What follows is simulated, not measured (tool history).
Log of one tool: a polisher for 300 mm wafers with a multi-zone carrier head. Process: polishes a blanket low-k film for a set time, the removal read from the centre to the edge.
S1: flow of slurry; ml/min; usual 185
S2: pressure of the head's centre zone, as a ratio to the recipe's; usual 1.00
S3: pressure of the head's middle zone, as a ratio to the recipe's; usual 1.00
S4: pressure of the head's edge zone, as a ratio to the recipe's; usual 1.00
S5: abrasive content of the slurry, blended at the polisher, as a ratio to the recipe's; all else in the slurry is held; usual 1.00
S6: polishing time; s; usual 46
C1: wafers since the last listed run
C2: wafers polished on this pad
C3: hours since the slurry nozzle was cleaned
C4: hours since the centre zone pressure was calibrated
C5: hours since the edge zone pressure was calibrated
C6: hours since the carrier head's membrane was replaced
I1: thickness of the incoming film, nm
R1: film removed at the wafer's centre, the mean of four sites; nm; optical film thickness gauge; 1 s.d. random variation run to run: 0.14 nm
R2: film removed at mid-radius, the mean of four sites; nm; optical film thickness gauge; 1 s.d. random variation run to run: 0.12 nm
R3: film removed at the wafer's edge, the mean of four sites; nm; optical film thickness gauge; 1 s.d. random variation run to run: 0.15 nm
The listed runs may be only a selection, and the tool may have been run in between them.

run,day,S1,S2,S3,S4,S5,S6,C1,C2,C3,C4,C5,C6,I1,R1,R2,R3
1,0.000,185,1.00,1.00,1.00,1.00,46,0,928,209.4,434.6,640.3,578.7,643.5,13.5,13.8,13.5
2,1.725,185,1.00,1.00,1.00,1.00,46,455,1384,250.8,476.0,681.7,620.1,640.8,13.7,13.7,13.5
# day 6.425: worn pad replaced by a new one
# day 8.112: carrier head's membrane replaced by a new one
3,11.208,185,1.00,1.00,0.92,1.00,46,2405,1208,478.4,703.6,909.3,74.3,635.9,13.6,13.8,13.0
# day 12.971: slurry nozzle cleaned
4,14.150,185,1.00,1.00,0.92,1.00,46,766,1974,28.3,774.2,979.9,144.9,641.4,13.6,13.8,13.0
5,16.262,185,1.00,1.00,0.92,1.00,46,558,2532,79.0,824.9,1030.6,195.6,636.3,13.5,13.5,12.6
# day 16.975: worn pad replaced by a new one
# day 18.621: centre zone pressure recalibrated
6,18.642,185,1.00,1.00,1.00,1.00,46,562,418,136.1,0.5,1087.7,252.7,628.8,12.6,12.6,12.1
7,21.604,185,1.00,1.00,1.00,1.00,46,782,1201,207.2,71.6,1158.8,323.8,633.0,12.2,12.4,12.1
8,24.567,185,1.00,1.00,1.00,1.00,46,782,1983,278.3,142.7,1229.9,394.9,638.5,12.0,12.0,11.7
# day 26.900: worn pad replaced by a new one, repeated, since the last time left the tool worse
# day 28.179: edge zone pressure recalibrated
9,28.367,185,1.00,1.00,1.00,1.00,46,937,365,369.5,233.9,4.5,486.1,636.4,14.2,14.3,13.9
10,31.521,185,1.09,1.00,1.05,1.00,46,833,1198,445.2,309.6,80.2,561.8,637.7,15.0,13.8,13.9
# day 34.388: slurry nozzle cleaned
# day 34.621: carrier head's membrane replaced by a new one
11,34.667,185,1.06,1.00,1.09,1.25,51,764,1963,6.7,385.1,155.7,1.1,643.7,17.6,16.9,17.2
12,36.862,240,1.00,1.06,0.96,1.00,46,580,2543,59.4,437.8,208.4,53.8,628.2,14.0,14.8,13.5
# day 38.292: worn pad replaced by a new one
13,39.512,185,1.00,1.09,1.00,0.80,46,655,322,123.0,501.4,272.0,117.4,651.9,12.8,13.6,12.4
14,41.288,185,1.00,1.00,0.92,1.00,46,468,791,165.6,544.0,314.6,160.0,643.8,14.1,14.0,13.3
15,44.358,185,1.00,1.00,1.00,1.10,46,811,1602,239.3,617.7,388.3,233.7,642.7,14.1,14.3,14.2
16,45.892,185,1.00,1.00,1.00,1.00,46,405,2007,276.1,654.5,425.1,270.5,635.5,13.4,13.8,13.5
17,48.646,185,1.00,0.94,1.00,1.00,46,727,2734,342.2,720.6,491.2,336.6,645.9,13.5,13.1,13.4
# day 49.625: worn pad replaced by a new one
18,52.938,185,1.00,1.00,1.00,1.00,46,1089,874,445.2,823.6,594.2,439.6,641.0,13.9,13.9,13.6

Here are 3 independent what-if runs from the current tool condition. What would each one return?
A,52.954,185,1.00,1.00,1.00,1.00,46,4,879,445.6,824.0,594.6,440.0,635.7,?,?,?
B,52.954,185,1.09,1.09,0.93,1.00,41,4,879,445.6,824.0,594.6,440.0,635.7,?,?,?
C,52.954,135,1.07,1.00,1.03,1.00,46,4,879,445.6,824.0,594.6,440.0,635.7,?,?,?

run,R1,R2,R3
A,13.7,13.8,13.7
B,13.4,13.1,11.8
C,13.7,12.9,13.2
What these runs would have given with no unlogged condition in the tool:
run,R1,R2,R3
A,14.5,14.5,14.4
B,14.1,13.8,12.4
C,14.4,13.6,13.9
